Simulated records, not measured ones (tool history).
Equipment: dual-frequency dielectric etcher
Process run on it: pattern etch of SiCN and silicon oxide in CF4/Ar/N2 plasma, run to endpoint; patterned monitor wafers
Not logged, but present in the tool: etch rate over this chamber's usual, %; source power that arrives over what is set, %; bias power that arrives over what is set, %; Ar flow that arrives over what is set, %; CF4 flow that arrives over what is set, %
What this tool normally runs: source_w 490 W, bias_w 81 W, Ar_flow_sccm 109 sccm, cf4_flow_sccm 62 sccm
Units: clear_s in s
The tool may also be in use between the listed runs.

run	day	source_w	bias_w	Ar_flow_sccm	cf4_flow_sccm	wafers since the last listed run	hours since the last wet clean	hours since the last source power generator calibration	hours since the last bias power generator calibration	hours since the last Ar flow controller change	hours since the last CF4 flow controller change	hours since the last upper electrode change	incoming incoming film thickness, nm	clear_s
1	0.000	430	81	109	72	0	11.3	1275.5	4031.9	3736.8	1663.8	5211.1	8.82	8.9
2	1.542	410	81	109	72	586	48.3	1312.5	4068.9	3773.8	1700.8	5248.1	8.95	9.4
3	3.333	490	81	109	62	681	91.3	1355.5	4111.9	3816.8	1743.8	5291.1	8.93	8.4
4	5.546	490	81	109	62	841	144.4	1408.6	4165.0	3869.9	1796.9	5344.2	8.84	8.4
5	6.788	490	81	109	62	472	174.2	1438.4	4194.8	3899.7	1826.7	5374.0	8.96	8.4
6	8.025	490	81	109	58	470	203.9	1468.1	4224.5	3929.4	1856.4	5403.7	8.93	8.5
# day 9.038: upper electrode replaced
# day 10.079: Ar flow controller replaced
7	10.450	490	81	109	58	446	262.1	1526.3	4282.7	8.9	1914.6	33.9	8.83	8.4
8	11.658	410	91	109	54	459	291.1	1555.3	4311.7	37.9	1943.6	62.9	8.81	9.2
# day 11.921: source power generator calibrated
9	14.367	490	81	109	62	966	356.1	58.7	4376.7	102.9	2008.6	127.9	8.94	8.6
# day 15.429: bias power generator calibrated
# day 17.512: wet clean of the chamber
10	17.533	490	81	109	62	760	0.5	134.7	50.5	178.9	2084.6	203.9	8.92	8.5
11	19.100	490	68	109	55	595	38.1	172.3	88.1	216.5	2122.2	241.5	8.83	9.4
# day 19.712: CF4 flow controller replaced
12	21.950	490	81	109	55	988	106.5	240.7	156.5	284.9	53.7	309.9	8.82	8.7
13	23.612	490	96	109	69	632	146.4	280.6	196.4	324.8	93.6	349.8	8.94	7.8
14	24.800	390	72	84	51	451	174.9	309.1	224.9	353.3	122.1	378.3	8.81	10.0
15	26.542	490	81	109	55	662	216.7	350.9	266.7	395.1	163.9	420.1	8.88	8.7

Here are 3 independent what-if runs from the current tool condition. What would each one return?
A	26.558	490	90	109	62	6	217.1	351.3	267.1	395.5	164.3	420.5	8.96	?
B	26.558	530	89	109	62	6	217.1	351.3	267.1	395.5	164.3	420.5	8.96	?
C	26.558	390	71	109	70	6	217.1	351.3	267.1	395.5	164.3	420.5	8.96	?

run	clear_s
A	8.2
B	7.8
C	10.4
Stripped of hidden state, with their random variation kept, the same runs would have yielded:
run	clear_s
A	8.2
B	7.8
C	10.4

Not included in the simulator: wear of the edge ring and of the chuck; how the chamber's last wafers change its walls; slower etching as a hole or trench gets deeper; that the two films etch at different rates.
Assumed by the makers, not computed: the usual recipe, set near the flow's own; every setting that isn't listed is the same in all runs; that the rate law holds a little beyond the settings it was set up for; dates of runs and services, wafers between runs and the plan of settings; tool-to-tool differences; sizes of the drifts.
